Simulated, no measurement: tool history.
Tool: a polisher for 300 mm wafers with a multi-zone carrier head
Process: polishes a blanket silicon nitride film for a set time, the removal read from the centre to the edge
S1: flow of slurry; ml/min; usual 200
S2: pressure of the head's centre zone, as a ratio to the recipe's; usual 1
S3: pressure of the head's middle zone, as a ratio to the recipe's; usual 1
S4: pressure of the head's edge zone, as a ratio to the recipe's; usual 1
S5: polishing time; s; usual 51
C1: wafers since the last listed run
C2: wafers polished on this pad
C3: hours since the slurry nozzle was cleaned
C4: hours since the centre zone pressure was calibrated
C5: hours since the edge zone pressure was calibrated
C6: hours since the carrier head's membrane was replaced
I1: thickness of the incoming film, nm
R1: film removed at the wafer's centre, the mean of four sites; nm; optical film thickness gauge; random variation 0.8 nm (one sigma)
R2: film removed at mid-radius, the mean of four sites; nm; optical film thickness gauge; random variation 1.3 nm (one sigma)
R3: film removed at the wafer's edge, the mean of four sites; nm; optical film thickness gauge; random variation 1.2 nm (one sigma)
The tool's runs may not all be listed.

run	hour	S1	S2	S3	S4	S5	C1	C2	C3	C4	C5	C6	I1	R1	R2	R3
1	0	200	1	1	1	51	0	388	81.3	1000.4	1030.8	713.3	830	112.4	110.7	110.7
2	19.5	200	1	1	1	51	189	577	100.8	1019.9	1050.3	732.8	840	110	112.9	111.2
3	41.1	200	1	1	1	59	209	787	122.4	1041.5	1071.9	754.4	835.5	127.8	126.9	126.6
4	76.1	200	1	1	1	59	340	1128	157.4	1076.5	1106.9	789.4	847.9	125.2	126	125.3
5	109.9	200	1	1	0.95	51	328	1456	191.2	1110.3	1140.7	823.2	846.6	108.1	108.4	106.5
6	123.4	200	1	1	0.95	51	131	1588	204.7	1123.8	1154.2	836.7	858.4	110.3	108.1	105.6
# hour 132.9: carrier head's membrane replaced by a new one
# hour 134.5: worn pad replaced by a new one
# hour 153.4: slurry nozzle cleaned
7	215.5	200	1.08	1	1	39	821	777	62.1	1215.9	1246.3	82.6	823.8	88.1	85.5	84.1
8	230.8	200	0.91	0.88	0.93	65	148	926	77.4	1231.2	1261.6	97.9	839.7	130.8	126	134.1
9	255.3	200	0.92	1.06	0.94	51	238	1164	101.9	1255.7	1286.1	122.4	838.7	102	114.6	105.5
10	287.6	200	1	1	1	51	313	1478	134.2	1288	1318.4	154.7	850	108.3	106.9	108.6
# hour 314.5: edge zone pressure recalibrated
# hour 322.1: worn pad replaced by a new one
11	322.6	250	1	1.03	0.95	64	281	4	169.2	1323	8.1	189.7	832.5	146.3	149.9	139
12	339.6	230	1	1	0.89	51	165	169	186.2	1340	25.1	206.7	840.7	114.8	116	105.1
13	364	155	1	1.12	1.07	57	237	406	210.6	1364.4	49.5	231.1	843.1	118.4	131.8	125.2
# hour 371.7: centre zone pressure recalibrated
14	391	200	1	1.03	1	38	243	649	237.6	19.3	76.5	258.1	846.6	82.2	82.6	82.3
# hour 417.8: slurry nozzle cleaned
15	424.7	200	1	1	1	51	317	967	6.9	53	110.2	291.8	838.7	109.6	108.1	107.7
16	439.3	250	1	1.07	0.94	51	141	1109	21.5	67.6	124.8	306.4	834.5	113.1	118.9	107.6
17	465.9	200	1	0.94	1.08	59	258	1368	48.1	94.2	151.4	333	837.3	124.6	118.4	129.2
# hour 493.2: worn pad replaced by a new one
18	495.7	200	1.08	0.92	0.93	51	250	24	77.9	124	181.2	362.8	844.8	118.2	103.9	108.8
19	517.9	200	1	1.11	1.11	51	215	240	100.1	146.2	203.4	385	834.2	110.4	119.8	114.7
20	563.2	200	1	1	1	51	440	680	145.4	191.5	248.7	430.3	842.9	109.9	107.8	112.5
21	580.6	200	1	1	1	51	169	849	162.8	208.9	266.1	447.7	849.8	109.1	111.2	108.1
22	601.7	200	1.07	1	0.92	51	205	1054	183.9	230	287.2	468.8	847.7	113.8	109.1	103.2
23	619.5	200	1.08	1	1	39	173	1227	201.7	247.8	305	486.6	838	87.9	83.5	83.6

3 ways to go on from here, each from the tool as it stands after run 23. What would each give?
A	619.9	200	1.1	1	1	51	3	1231	202.1	248.2	305.4	487	840.1	?	?	?
B	619.9	200	0.94	1	1	51	3	1231	202.1	248.2	305.4	487	840.1	?	?	?
C	619.9	200	1	1.12	1	42	3	1231	202.1	248.2	305.4	487	840.1	?	?	?

run	R1	R2	R3
A	116.7	109.3	108.8
B	104.2	109.3	108.8
C	89.7	99.1	89.5
Without the tool's hidden state the same runs would have given:
run	R1	R2	R3
A	121.2	113.5	113
B	108.2	113.5	113
C	93.2	103	92.9
